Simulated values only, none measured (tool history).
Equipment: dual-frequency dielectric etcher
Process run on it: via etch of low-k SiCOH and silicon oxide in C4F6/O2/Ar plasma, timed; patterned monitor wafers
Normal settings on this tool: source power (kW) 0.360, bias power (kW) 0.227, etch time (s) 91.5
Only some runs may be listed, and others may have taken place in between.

run,hour,source power (kW),bias power (kW),etch time (s),wafers since the last listed run,hours since the last wet clean,hours since the last source power generator calibration,hours since the last bias power generator calibration,hours since the last upper electrode change,hours since the gauge calibration,"read-back reference wafer on the same gauge, depth_nm",mean etch depth across the wafer (Å)
1,0.0,0.310,0.255,91.5,0,432.5,957.9,1388.1,5292.4,57.4,242.9,2864
2,101.6,0.360,0.227,91.5,1251,534.1,1059.5,1489.7,5394.0,159.0,243.0,2871
# hour 193.7: wet clean of the chamber
3,194.2,0.360,0.227,91.5,844,0.5,1152.1,1582.3,5486.6,251.6,243.0,2836
4,226.6,0.360,0.227,76.0,398,32.9,1184.5,1614.7,5519.0,284.0,243.0,2368
5,280.8,0.360,0.227,76.0,667,87.1,1238.7,1668.9,5573.2,338.2,243.1,2366
6,343.3,0.360,0.227,76.0,769,149.6,1301.2,1731.4,5635.7,400.7,243.0,2370
7,421.9,0.360,0.203,91.5,967,228.2,1379.8,1810.0,5714.3,479.3,243.0,2703
# hour 515.9: source power generator calibrated
8,528.8,0.360,0.227,91.5,1267,335.1,12.9,1916.9,5821.2,586.2,243.0,2867
# hour 587.7: upper electrode replaced
# hour 620.7: bias power generator calibrated
9,635.2,0.360,0.227,91.5,965,441.5,119.3,14.5,47.5,692.6,243.0,2867
10,692.1,0.360,0.227,91.5,700,498.4,176.2,71.4,104.4,749.5,243.0,2874
# hour 733.1: wet clean of the chamber
11,778.2,0.360,0.227,91.5,764,45.1,262.3,157.5,190.5,835.6,243.0,2850
12,865.2,0.360,0.227,91.5,1071,132.1,349.3,244.5,277.5,922.6,243.0,2853
# hour 896.5: gauge calibrated
13,956.1,0.410,0.256,73.0,1119,223.0,440.2,335.4,368.4,59.6,243.0,2523
14,1022.4,0.310,0.210,100.0,816,289.3,506.5,401.7,434.7,125.9,242.9,2852
15,1085.8,0.360,0.227,82.0,780,352.7,569.9,465.1,498.1,189.3,242.9,2564
16,1191.5,0.360,0.187,91.5,1301,458.4,675.6,570.8,603.8,295.0,242.9,2622
17,1257.5,0.420,0.227,91.5,812,524.4,741.6,636.8,669.8,361.0,243.0,3052
# hour 1348.4: wet clean of the chamber
18,1348.9,0.290,0.189,115.5,829,0.5,833.0,728.2,761.2,452.4,243.0,3051
19,1397.0,0.360,0.268,91.5,592,48.6,881.1,776.3,809.3,500.5,243.0,3076
20,1449.7,0.360,0.182,100.5,648,101.3,933.8,829.0,862.0,553.2,243.0,2824
21,1489.7,0.360,0.227,91.5,492,141.3,973.8,869.0,902.0,593.2,243.1,2850
22,1576.9,0.280,0.227,91.5,1073,228.5,1061.0,956.2,989.2,680.4,243.0,2626

For run 23, what comes out?
23,1638.7,0.290,0.189,115.5,761,290.3,1122.8,1018.0,1051.0,742.2,?,?

read-back reference wafer on the same gauge, depth_nm: 243.0
mean etch depth across the wafer (Å): 3065
On a tool with no hidden condition, and with the same random variation, this run would have come out at mean etch depth across the wafer (Å) 3042.

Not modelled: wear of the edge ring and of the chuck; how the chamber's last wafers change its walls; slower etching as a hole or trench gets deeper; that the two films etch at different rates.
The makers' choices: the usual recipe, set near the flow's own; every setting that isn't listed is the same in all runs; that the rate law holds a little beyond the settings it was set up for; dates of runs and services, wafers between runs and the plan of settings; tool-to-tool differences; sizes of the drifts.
